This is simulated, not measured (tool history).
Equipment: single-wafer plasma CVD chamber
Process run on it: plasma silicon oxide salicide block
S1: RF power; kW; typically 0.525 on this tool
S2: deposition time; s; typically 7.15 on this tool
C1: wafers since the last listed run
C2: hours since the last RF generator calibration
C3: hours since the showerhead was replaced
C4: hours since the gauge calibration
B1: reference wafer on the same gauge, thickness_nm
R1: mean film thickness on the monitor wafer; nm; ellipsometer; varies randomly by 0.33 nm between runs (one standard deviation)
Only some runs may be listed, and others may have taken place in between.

run 1 hour=0.0 | S1=0.525 S2=7.80 | C1=0 C2=994.7 C3=3680.7 C4=227.7 | B1=67.857 | R1=80.901
run 2 hour=43.2 | S1=0.525 S2=7.80 | C1=1265 C2=1037.9 C3=3723.9 C4=270.9 | B1=67.763 | R1=81.719
run 3 hour=112.1 | S1=0.525 S2=7.15 | C1=2018 C2=1106.8 C3=3792.8 C4=339.8 | B1=67.778 | R1=74.971
run 4 hour=188.2 | S1=0.525 S2=7.15 | C1=2229 C2=1182.9 C3=3868.9 C4=415.9 | B1=67.766 | R1=74.875
run 5 hour=287.2 | S1=0.525 S2=7.15 | C1=2900 C2=1281.9 C3=3967.9 C4=514.9 | B1=67.749 | R1=74.609
run 6 hour=378.4 | S1=0.455 S2=7.15 | C1=2672 C2=1373.1 C3=4059.1 C4=606.1 | B1=67.793 | R1=70.247
run 7 hour=452.3 | S1=0.555 S2=7.15 | C1=2165 C2=1447.0 C3=4133.0 C4=680.0 | B1=67.776 | R1=75.690
run 8 hour=537.6 | S1=0.555 S2=7.15 | C1=2499 C2=1532.3 C3=4218.3 C4=765.3 | B1=67.852 | R1=76.644
run 9 hour=592.5 | S1=0.525 S2=7.55 | C1=1608 C2=1587.2 C3=4273.2 C4=820.2 | B1=67.768 | R1=78.630
run 10 hour=629.5 | S1=0.525 S2=7.55 | C1=1084 C2=1624.2 C3=4310.2 C4=857.2 | B1=67.772 | R1=78.974
run 11 hour=723.0 | S1=0.525 S2=7.55 | C1=2739 C2=1717.7 C3=4403.7 C4=950.7 | B1=67.707 | R1=78.527
-- hour=946.8 RF generator calibrated
run 12 hour=1014.1 | S1=0.525 S2=7.15 | C1=8294 C2=67.3 C3=4694.8 C4=1241.8 | B1=67.803 | R1=74.831
run 13 hour=1088.0 | S1=0.435 S2=6.70 | C1=2165 C2=141.2 C3=4768.7 C4=1315.7 | B1=67.768 | R1=64.331
run 14 hour=1191.2 | S1=0.585 S2=8.48 | C1=3023 C2=244.4 C3=4871.9 C4=1418.9 | B1=67.711 | R1=92.408
-- hour=1211.8 gauge calibrated
run 15 hour=1244.8 | S1=0.495 S2=6.48 | C1=1570 C2=298.0 C3=4925.5 C4=33.0 | B1=67.805 | R1=65.457
-- hour=1272.2 showerhead replaced
run 16 hour=1314.0 | S1=0.525 S2=7.15 | C1=1793 C2=367.2 C3=41.8 C4=102.2 | B1=67.737 | R1=73.967

What does the tool deliver on the next run?
run 17 hour=1357.4 | S1=0.455 S2=7.56 | C1=1271 C2=410.6 C3=85.2 C4=145.6 | B1=? | R1=?

Run 17 yielded B1 67.812, R1 74.108 nm.
Had the tool carried no hidden state, the very same run would have given R1 74.108 nm.
